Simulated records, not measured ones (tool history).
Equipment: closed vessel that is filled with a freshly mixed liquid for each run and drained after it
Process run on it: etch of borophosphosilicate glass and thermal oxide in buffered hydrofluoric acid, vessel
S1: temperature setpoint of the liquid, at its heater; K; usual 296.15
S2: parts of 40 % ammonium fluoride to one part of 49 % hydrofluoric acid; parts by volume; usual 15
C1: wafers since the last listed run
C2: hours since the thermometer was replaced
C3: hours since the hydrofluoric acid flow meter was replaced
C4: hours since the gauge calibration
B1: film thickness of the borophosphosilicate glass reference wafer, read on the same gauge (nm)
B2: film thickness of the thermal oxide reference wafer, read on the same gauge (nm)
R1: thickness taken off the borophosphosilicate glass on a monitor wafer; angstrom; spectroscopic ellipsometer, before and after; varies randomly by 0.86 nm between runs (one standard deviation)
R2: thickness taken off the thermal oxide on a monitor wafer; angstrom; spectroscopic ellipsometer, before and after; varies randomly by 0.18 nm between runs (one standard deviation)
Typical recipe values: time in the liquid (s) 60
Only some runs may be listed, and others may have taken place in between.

run 1 hour=0 | S1=296.15 S2=15 time_in_the_liquid_(s)=55 | C1=0 C2=762 C3=231 C4=826.5 | B1=130.01 B2=80.04 | R1=830.8 R2=365.3
run 2 hour=33.7 | S1=296.15 S2=15 time_in_the_liquid_(s)=60 | C1=4747 C2=795.7 C3=264.7 C4=860.2 | B1=130 B2=80.02 | R1=893.1 R2=400.3
-- hour=59.9 gauge calibrated
run 3 hour=68.2 | S1=296.15 S2=15 time_in_the_liquid_(s)=60 | C1=4860 C2=830.2 C3=299.2 C4=8.3 | B1=130.01 B2=79.96 | R1=903.2 R2=401.1
run 4 hour=93.6 | S1=296.15 S2=15 time_in_the_liquid_(s)=60 | C1=3578 C2=855.6 C3=324.6 C4=33.7 | B1=130.02 B2=79.96 | R1=887.9 R2=391.3
run 5 hour=126.5 | S1=296.15 S2=15 time_in_the_liquid_(s)=60 | C1=4635 C2=888.5 C3=357.5 C4=66.6 | B1=129.98 B2=79.99 | R1=898.1 R2=393.6
run 6 hour=152.8 | S1=296.15 S2=15 time_in_the_liquid_(s)=60 | C1=3705 C2=914.8 C3=383.8 C4=92.9 | B1=129.98 B2=79.99 | R1=882.1 R2=397.1
run 7 hour=185 | S1=296.15 S2=15 time_in_the_liquid_(s)=60 | C1=4536 C2=947 C3=416 C4=125.1 | B1=130.03 B2=80.01 | R1=905.3 R2=396
run 8 hour=207.9 | S1=296.15 S2=15 time_in_the_liquid_(s)=60 | C1=3226 C2=969.9 C3=438.9 C4=148 | B1=130.03 B2=80 | R1=884.8 R2=394.5
run 9 hour=238.7 | S1=291.65 S2=10.5 time_in_the_liquid_(s)=40 | C1=4339 C2=1000.7 C3=469.7 C4=178.8 | B1=130.03 B2=79.98 | R1=667.2 R2=290.5
run 10 hour=253.9 | S1=300.65 S2=17 time_in_the_liquid_(s)=80 | C1=2141 C2=1015.9 C3=484.9 C4=194 | B1=129.98 B2=79.99 | R1=1346 R2=590.4
run 11 hour=288.1 | S1=301.15 S2=15 time_in_the_liquid_(s)=60 | C1=4818 C2=1050.1 C3=519.1 C4=228.2 | B1=130.01 B2=80.06 | R1=1149.5 R2=510.7
run 12 hour=314.4 | S1=298.15 S2=15 time_in_the_liquid_(s)=40 | C1=3705 C2=1076.4 C3=545.4 C4=254.5 | B1=130.01 B2=80.03 | R1=667.5 R2=287.1
run 13 hour=346.3 | S1=296.15 S2=15 time_in_the_liquid_(s)=60 | C1=4494 C2=1108.3 C3=577.3 C4=286.4 | B1=130.03 B2=79.98 | R1=877.2 R2=391.4
-- hour=351.1 thermometer replaced
run 14 hour=363.9 | S1=299.65 S2=15 time_in_the_liquid_(s)=30 | C1=2338 C2=12.8 C3=594.9 C4=304 | B1=130 B2=79.94 | R1=454.9 R2=205.7
-- hour=381.7 hydrofluoric acid flow meter replaced
run 15 hour=394.1 | S1=294.65 S2=13 time_in_the_liquid_(s)=35 | C1=4113 C2=43 C3=12.4 C4=334.2 | B1=130 B2=79.96 | R1=531.5 R2=234.1
run 16 hour=412.8 | S1=296.15 S2=15 time_in_the_liquid_(s)=60 | C1=2634 C2=61.7 C3=31.1 C4=352.9 | B1=130 B2=80 | R1=845.8 R2=376.4
run 17 hour=446.5 | S1=296.15 S2=15 time_in_the_liquid_(s)=60 | C1=4747 C2=95.4 C3=64.8 C4=386.6 | B1=130.04 B2=79.97 | R1=860.8 R2=378.6
run 18 hour=482.3 | S1=296.15 S2=15 time_in_the_liquid_(s)=50 | C1=5043 C2=131.2 C3=100.6 C4=422.4 | B1=130.02 B2=79.97 | R1=711.8 R2=313
run 19 hour=495.9 | S1=296.15 S2=10 time_in_the_liquid_(s)=60 | C1=1915 C2=144.8 C3=114.2 C4=436 | B1=129.99 B2=80.02 | R1=1263.2 R2=560.3
run 20 hour=508.4 | S1=296.15 S2=11.5 time_in_the_liquid_(s)=40 | C1=1761 C2=157.3 C3=126.7 C4=448.5 | B1=129.99 B2=80 | R1=745.4 R2=325.9
run 21 hour=539.5 | S1=296.15 S2=15 time_in_the_liquid_(s)=30 | C1=4381 C2=188.4 C3=157.8 C4=479.6 | B1=129.97 B2=80 | R1=430.9 R2=188.3
run 22 hour=570.9 | S1=301.15 S2=15 time_in_the_liquid_(s)=60 | C1=4423 C2=219.8 C3=189.2 C4=511 | B1=130.03 B2=79.96 | R1=1117.2 R2=494.5
run 23 hour=590.3 | S1=300.65 S2=20 time_in_the_liquid_(s)=85 | C1=2733 C2=239.2 C3=208.6 C4=530.4 | B1=129.97 B2=80 | R1=1171.3 R2=514.2
run 24 hour=617.8 | S1=296.15 S2=15 time_in_the_liquid_(s)=90 | C1=3874 C2=266.7 C3=236.1 C4=557.9 | B1=130.01 B2=80.01 | R1=1252.7 R2=560.7
run 25 hour=641.5 | S1=296.15 S2=15 time_in_the_liquid_(s)=60 | C1=3338 C2=290.4 C3=259.8 C4=581.6 | B1=129.99 B2=79.96 | R1=858.7 R2=373.9

Below, each run's measurement less what the same run would have read without the hidden state. Both values contain the same run-to-run variation, but the gauge's scatter may not be the same in both:
What the log doesn't record here: liquid hotter than its thermometer reads (K); hydrofluoric acid flow below the setpoint (%); gauge reads high (%).
run=1 R1=+38.3 R2=+17.3
run=2 R1=+39.3 R2=+18.2
run=3 R1=+37.8 R2=+17.3
run=4 R1=+35.5 R2=+16.2
run=5 R1=+33.6 R2=+15.3
run=6 R1=+31.2 R2=+14.6
run=7 R1=+30.3 R2=+13.9
run=8 R1=+28.3 R2=+13.2
run=9 R1=+22.1 R2=+10.3
run=10 R1=+34.3 R2=+15.8
run=11 R1=+25.8 R2=+12.2
run=12 R1=+14.9 R2=+6.8
run=13 R1=+18.5 R2=+8.9
run=14 R1=-56.7 R2=-25.5
run=15 R1=-1.1 R2=-0.5
run=16 R1=-2.7 R2=-1.1
run=17 R1=-4.4 R2=-1.8
run=18 R1=-5.3 R2=-2.2
run=19 R1=-10.8 R2=-4.6
run=20 R1=-6.8 R2=-2.9
run=21 R1=-4.9 R2=-2
run=22 R1=-15.2 R2=-6.6
run=23 R1=-3.2 R2=-1.2
run=24 R1=-20.4 R2=-8.9
run=25 R1=-15.3 R2=-6.4

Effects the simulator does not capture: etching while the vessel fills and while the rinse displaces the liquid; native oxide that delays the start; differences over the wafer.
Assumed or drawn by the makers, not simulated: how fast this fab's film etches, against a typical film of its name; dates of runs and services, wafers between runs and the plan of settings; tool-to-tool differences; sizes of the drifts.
